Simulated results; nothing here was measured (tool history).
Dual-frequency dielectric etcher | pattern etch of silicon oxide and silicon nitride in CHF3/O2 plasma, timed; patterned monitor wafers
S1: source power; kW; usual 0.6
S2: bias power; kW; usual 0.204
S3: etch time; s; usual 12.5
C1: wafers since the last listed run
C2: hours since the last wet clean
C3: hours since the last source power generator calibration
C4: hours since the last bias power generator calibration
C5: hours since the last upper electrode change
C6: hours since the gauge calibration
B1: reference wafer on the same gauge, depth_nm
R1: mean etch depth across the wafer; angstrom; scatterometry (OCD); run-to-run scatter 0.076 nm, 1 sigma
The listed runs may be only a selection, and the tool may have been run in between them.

Run 1, hour 0: usual settings; C1 0; C2 237.7; C3 5033.7; C4 1254.9; C5 4526.3; C6 82.7; B1 19.8. Result: R1 192.4 angstrom.
Run 2, hour 27: usual settings but S3 11.5 s; C1 438; C2 264.7; C3 5060.7; C4 1281.9; C5 4553.3; C6 109.7; B1 19.8. Result: R1 175.5 angstrom.
Run 3, hour 41: usual settings; C1 227; C2 278.7; C3 5074.7; C4 1295.9; C5 4567.3; C6 123.7; B1 19.83. Result: R1 192.7 angstrom.
Run 4, hour 69.4: usual settings; C1 460; C2 307.1; C3 5103.1; C4 1324.3; C5 4595.7; C6 152.1; B1 19.8. Result: R1 190.7 angstrom.
Run 5, hour 83.9: usual settings but S2 0.239 kW; C1 235; C2 321.6; C3 5117.6; C4 1338.8; C5 4610.2; C6 166.6; B1 19.83. Result: R1 198.9 angstrom.
Run 6, hour 106.9: usual settings but S2 0.239 kW; C1 373; C2 344.6; C3 5140.6; C4 1361.8; C5 4633.2; C6 189.6; B1 19.78. Result: R1 199.1 angstrom.
Run 7, hour 124: usual settings; C1 277; C2 361.7; C3 5157.7; C4 1378.9; C5 4650.3; C6 206.7; B1 19.79. Result: R1 190.9 angstrom.
Run 8, hour 155.9: usual settings; C1 517; C2 393.6; C3 5189.6; C4 1410.8; C5 4682.2; C6 238.6; B1 19.81. Result: R1 189.8 angstrom.
Run 9, hour 168.9: usual settings but S1 0.47 kW, S2 0.166 kW, S3 16.5 s; C1 210; C2 406.6; C3 5202.6; C4 1423.8; C5 4695.2; C6 251.6; B1 19.8. Result: R1 221.8 angstrom.
At hour 186.7: source power generator calibrated.
At hour 201.8: upper electrode replaced.
At hour 205.6: bias power generator calibrated.
Run 10, hour 206.1: usual settings but S2 0.189 kW, S3 14.5 s; C1 233; C2 443.8; C3 19.4; C4 0.5; C5 4.3; C6 288.8; B1 19.78. Result: R1 215.7 angstrom.
At hour 218: gauge calibrated.
Run 11, hour 225.1: usual settings but S1 0.73 kW, S2 0.165 kW, S3 10 s; C1 308; C2 462.8; C3 38.4; C4 19.5; C5 23.3; C6 7.1; B1 19.81. Result: R1 153.7 angstrom.
At hour 262.9: wet clean of the chamber.
Run 12, hour 263.4: usual settings but S1 0.45 kW, S2 0.173 kW, S3 11 s; C1 231; C2 0.5; C3 76.7; C4 57.8; C5 61.6; C6 45.4; B1 19.78. Result: R1 151.2 angstrom.
Run 13, hour 287.9: usual settings but S2 0.239 kW; C1 397; C2 25; C3 101.2; C4 82.3; C5 86.1; C6 69.9; B1 19.82. Result: R1 201.5 angstrom.
Run 14, hour 302.5: usual settings; C1 236; C2 39.6; C3 115.8; C4 96.9; C5 100.7; C6 84.5; B1 19.81. Result: R1 195.6 angstrom.
Run 15, hour 326.7: usual settings; C1 392; C2 63.8; C3 140; C4 121.1; C5 124.9; C6 108.7; B1 19.79. Result: R1 194.5 angstrom.
Run 16, hour 356.3: usual settings but S2 0.19 kW, S3 13.5 s; C1 480; C2 93.4; C3 169.6; C4 150.7; C5 154.5; C6 138.3; B1 19.8. Result: R1 206 angstrom.

3 ways to go on from here, each from the tool as it stands after run 16. What would each give?
Run A, hour 356.7: usual settings but S1 0.52 kW; C1 6; C2 93.8; C3 170; C4 151.1; C5 154.9; C6 138.7; B1 ?. Result: R1 ?.
Run B, hour 356.7: usual settings but S1 0.68 kW; C1 6; C2 93.8; C3 170; C4 151.1; C5 154.9; C6 138.7; B1 ?. Result: R1 ?.
Run C, hour 356.7: usual settings but S1 0.67 kW, S2 0.248 kW, S3 14.5 s; C1 6; C2 93.8; C3 170; C4 151.1; C5 154.9; C6 138.7; B1 ?. Result: R1 ?.

run     B1     R1
  A  19.79    185
  B  19.79    201
  C  19.79  243.5
Had the tool no hidden state, the same runs would have come out as:
run     R1
  A  185.7
  B  201.7
  C  244.4
